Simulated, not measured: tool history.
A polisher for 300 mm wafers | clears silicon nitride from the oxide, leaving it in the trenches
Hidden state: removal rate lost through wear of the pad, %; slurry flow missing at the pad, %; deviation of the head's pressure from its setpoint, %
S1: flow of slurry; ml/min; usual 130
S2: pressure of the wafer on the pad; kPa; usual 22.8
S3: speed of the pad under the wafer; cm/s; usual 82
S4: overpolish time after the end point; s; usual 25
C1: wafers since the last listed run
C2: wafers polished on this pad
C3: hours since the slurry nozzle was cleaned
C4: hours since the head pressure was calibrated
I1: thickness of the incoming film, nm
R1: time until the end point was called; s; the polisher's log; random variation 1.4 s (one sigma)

| run | hour | S1 | S2 | S3 | S4 | C1 | C2 | C3 | C4 | I1 | R1 |
|---|---|---|---|---|---|---|---|---|---|---|---|
| 1 | 0 | 130 | 22.8 | 68 | 25 | 0 | 1642 | 58.7 | 504.3 | 73.8 | 99.3 |
|  | 25.4 | head pressure recalibrated |
| 2 | 54.4 | 130 | 22.8 | 68 | 25 | 572 | 2214 | 113.1 | 29 | 74.3 | 108.1 |
| 3 | 90.5 | 130 | 22.8 | 68 | 25 | 394 | 2609 | 149.2 | 65.1 | 74.3 | 102.4 |
| 4 | 140 | 130 | 22.8 | 82 | 25 | 540 | 3150 | 198.7 | 114.6 | 74.8 | 87.5 |
| 5 | 236.8 | 110 | 22.8 | 82 | 17 | 1057 | 4207 | 295.5 | 211.4 | 74.8 | 92.1 |
|  | 246.9 | worn pad replaced by a new one |
| 6 | 330.2 | 110 | 22.8 | 82 | 17 | 976 | 909 | 388.9 | 304.8 | 74.1 | 88.7 |
| 7 | 414.8 | 145 | 22.8 | 82 | 14 | 924 | 1833 | 473.5 | 389.4 | 74.9 | 86.6 |
|  | 417.4 | slurry nozzle cleaned |
| 8 | 507.2 | 130 | 22.8 | 98 | 25 | 998 | 2832 | 89.8 | 481.8 | 74.4 | 73.3 |
|  | 606.9 | head pressure recalibrated |
| 9 | 609.3 | 130 | 22.8 | 98 | 25 | 1093 | 3925 | 191.9 | 2.4 | 74.9 | 75.2 |
| 10 | 711.9 | 130 | 22.8 | 98 | 25 | 1120 | 5046 | 294.5 | 105 | 76.1 | 75.3 |
|  | 738.7 | worn pad replaced by a new one |
| 11 | 814.5 | 130 | 22.8 | 82 | 25 | 1077 | 828 | 397.1 | 207.6 | 74.7 | 82.2 |
|  | 878.9 | slurry nozzle cleaned |
| 12 | 879.4 | 130 | 22.8 | 82 | 25 | 698 | 1526 | 0.5 | 272.5 | 75.5 | 88.5 |
| 13 | 977.9 | 130 | 20.7 | 82 | 25 | 1076 | 2602 | 99 | 371 | 75.8 | 95.4 |
| 14 | 1025.4 | 130 | 20.7 | 82 | 25 | 518 | 3121 | 146.5 | 418.5 | 75.7 | 97.8 |
| 15 | 1120.8 | 130 | 22.8 | 82 | 25 | 1042 | 4163 | 241.9 | 513.9 | 75.2 | 88.4 |
|  | 1151 | head pressure recalibrated |
| 16 | 1208.2 | 155 | 22.8 | 82 | 31 | 932 | 5096 | 329.3 | 57.2 | 75.9 | 87.3 |
|  | 1233.2 | worn pad replaced by a new one |
| 17 | 1305.7 | 95 | 28.3 | 58 | 25 | 1021 | 792 | 426.8 | 154.7 | 75.1 | 101.7 |

Forecast run 18:
| 18 | 1349.7 | 130 | 22.8 | 82 | 36 | 480 | 1272 | 470.8 | 198.7 | 75.8 | ? |

R1: 83.7 s
Without the tool's hidden state the same run would have given R1 77 s.
